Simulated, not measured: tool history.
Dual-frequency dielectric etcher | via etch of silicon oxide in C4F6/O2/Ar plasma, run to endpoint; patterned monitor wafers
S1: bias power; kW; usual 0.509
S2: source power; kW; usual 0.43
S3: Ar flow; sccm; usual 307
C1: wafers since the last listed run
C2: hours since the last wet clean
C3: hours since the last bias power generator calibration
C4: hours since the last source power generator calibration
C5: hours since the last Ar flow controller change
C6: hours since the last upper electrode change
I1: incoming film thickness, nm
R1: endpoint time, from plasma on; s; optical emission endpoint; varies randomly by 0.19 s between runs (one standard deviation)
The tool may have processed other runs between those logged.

| run | day | S1 | S2 | S3 | C1 | C2 | C3 | C4 | C5 | C6 | I1 | R1 |
|---|---|---|---|---|---|---|---|---|---|---|---|---|
| 1 | 0 | 0.509 | 0.38 | 285 | 0 | 324.2 | 2297.2 | 1799.5 | 4313.2 | 3398.6 | 117.7 | 26.1 |
| 2 | 0.688 | 0.509 | 0.43 | 250 | 264 | 340.7 | 2313.7 | 1816 | 4329.7 | 3415.1 | 117.3 | 24.8 |
| 3 | 1 | 0.509 | 0.43 | 307 | 120 | 348.2 | 2321.2 | 1823.5 | 4337.2 | 3422.6 | 119 | 25.6 |
| 4 | 1.55 | 0.509 | 0.43 | 341 | 211 | 361.4 | 2334.4 | 1836.7 | 4350.4 | 3435.8 | 117.8 | 25.7 |
| 5 | 2.2 | 0.509 | 0.4 | 307 | 249 | 377 | 2350 | 1852.3 | 4366 | 3451.4 | 118 | 25.6 |
| 6 | 2.821 | 0.509 | 0.43 | 307 | 238 | 391.9 | 2364.9 | 1867.2 | 4380.9 | 3466.3 | 117.9 | 24.9 |
| 7 | 3.554 | 0.509 | 0.43 | 307 | 281 | 409.5 | 2382.5 | 1884.8 | 4398.5 | 3483.9 | 119.1 | 25.2 |
| 8 | 4.179 | 0.46 | 0.43 | 307 | 240 | 424.5 | 2397.5 | 1899.8 | 4413.5 | 3498.9 | 119 | 25.9 |
| 9 | 4.546 | 0.509 | 0.43 | 307 | 140 | 433.3 | 2406.3 | 1908.6 | 4422.3 | 3507.7 | 120 | 25.7 |
| 10 | 5.121 | 0.509 | 0.43 | 307 | 220 | 447.1 | 2420.1 | 1922.4 | 4436.1 | 3521.5 | 119.4 | 25.6 |
| 11 | 5.375 | 0.466 | 0.43 | 307 | 97 | 453.2 | 2426.2 | 1928.5 | 4442.2 | 3527.6 | 118.2 | 25.6 |
| 12 | 5.662 | 0.509 | 0.43 | 307 | 110 | 460.1 | 2433.1 | 1935.4 | 4449.1 | 3534.5 | 119 | 25.4 |
| 13 | 6.204 | 0.509 | 0.43 | 367 | 208 | 473.1 | 2446.1 | 1948.4 | 4462.1 | 3547.5 | 119.1 | 25.8 |
|  | 7.346 | upper electrode replaced |
| 14 | 7.367 | 0.509 | 0.43 | 367 | 62 | 501 | 2474 | 1976.3 | 4490 | 0.5 | 118.2 | 25.1 |
| 15 | 7.379 | 0.444 | 0.43 | 376 | 4 | 501.3 | 2474.3 | 1976.6 | 4490.3 | 0.8 | 119.6 | 26.4 |
|  | 9.308 | wet clean of the chamber |
| 16 | 9.329 | 0.46 | 0.43 | 307 | 364 | 0.5 | 2521.1 | 2023.4 | 4537.1 | 47.6 | 118.6 | 27 |
| 17 | 9.342 | 0.567 | 0.43 | 374 | 4 | 0.8 | 2521.4 | 2023.7 | 4537.4 | 47.9 | 118.7 | 25.9 |
| 18 | 9.908 | 0.509 | 0.37 | 358 | 217 | 14.4 | 2535 | 2037.3 | 4551 | 61.5 | 118.6 | 27.6 |
| 19 | 10.792 | 0.509 | 0.36 | 307 | 339 | 35.6 | 2556.2 | 2058.5 | 4572.2 | 82.7 | 120.6 | 28.2 |
|  | 11.283 | Ar flow controller replaced |
| 20 | 11.304 | 0.595 | 0.43 | 354 | 100 | 47.9 | 2568.5 | 2070.8 | 0.5 | 95 | 119.7 | 25.6 |
|  | 11.933 | bias power generator calibrated |
|  | 11.979 | source power generator calibrated |
| 21 | 12 | 0.434 | 0.33 | 372 | 184 | 64.6 | 1.6 | 0.5 | 17.2 | 111.7 | 119.2 | 30 |
| 22 | 12.125 | 0.624 | 0.43 | 362 | 48 | 67.6 | 4.6 | 3.5 | 20.2 | 114.7 | 118.8 | 25 |
| 23 | 12.404 | 0.611 | 0.35 | 383 | 107 | 74.3 | 11.3 | 10.2 | 26.9 | 121.4 | 118.1 | 26.7 |
| 24 | 13.817 | 0.509 | 0.43 | 307 | 542 | 108.2 | 45.2 | 44.1 | 60.8 | 155.3 | 119.5 | 25.9 |
| 25 | 14.362 | 0.6 | 0.52 | 259 | 209 | 121.3 | 58.3 | 57.2 | 73.9 | 168.4 | 118.1 | 22.8 |
| 26 | 14.975 | 0.509 | 0.39 | 307 | 235 | 136 | 73 | 71.9 | 88.6 | 183.1 | 120 | 27.2 |
| 27 | 15.442 | 0.509 | 0.43 | 307 | 179 | 147.2 | 84.2 | 83.1 | 99.8 | 194.3 | 118.2 | 25.5 |
| 28 | 15.988 | 0.509 | 0.49 | 307 | 209 | 160.3 | 97.3 | 96.2 | 112.9 | 207.4 | 118.9 | 24.8 |
| 29 | 16.542 | 0.509 | 0.33 | 342 | 212 | 173.6 | 110.6 | 109.5 | 126.2 | 220.7 | 118.2 | 28.3 |

Here are 4 independent what-if runs from the current tool condition. What would each one return?
| A | 16.558 | 0.509 | 0.43 | 307 | 6 | 174 | 111 | 109.9 | 126.6 | 221.1 | 119.3 | ? |
| B | 16.558 | 0.509 | 0.43 | 283 | 6 | 174 | 111 | 109.9 | 126.6 | 221.1 | 119.3 | ? |
| C | 16.558 | 0.418 | 0.34 | 307 | 6 | 174 | 111 | 109.9 | 126.6 | 221.1 | 119.3 | ? |
| D | 16.558 | 0.427 | 0.43 | 307 | 6 | 174 | 111 | 109.9 | 126.6 | 221.1 | 119.3 | ? |

| run | R1 |
|---|---|
| A | 25.9 |
| B | 25.7 |
| C | 29.2 |
| D | 27 |
Without the tool's hidden state the same runs would have given:
| run | R1 |
|---|---|
| A | 26.2 |
| B | 26 |
| C | 29.5 |
| D | 27.3 |

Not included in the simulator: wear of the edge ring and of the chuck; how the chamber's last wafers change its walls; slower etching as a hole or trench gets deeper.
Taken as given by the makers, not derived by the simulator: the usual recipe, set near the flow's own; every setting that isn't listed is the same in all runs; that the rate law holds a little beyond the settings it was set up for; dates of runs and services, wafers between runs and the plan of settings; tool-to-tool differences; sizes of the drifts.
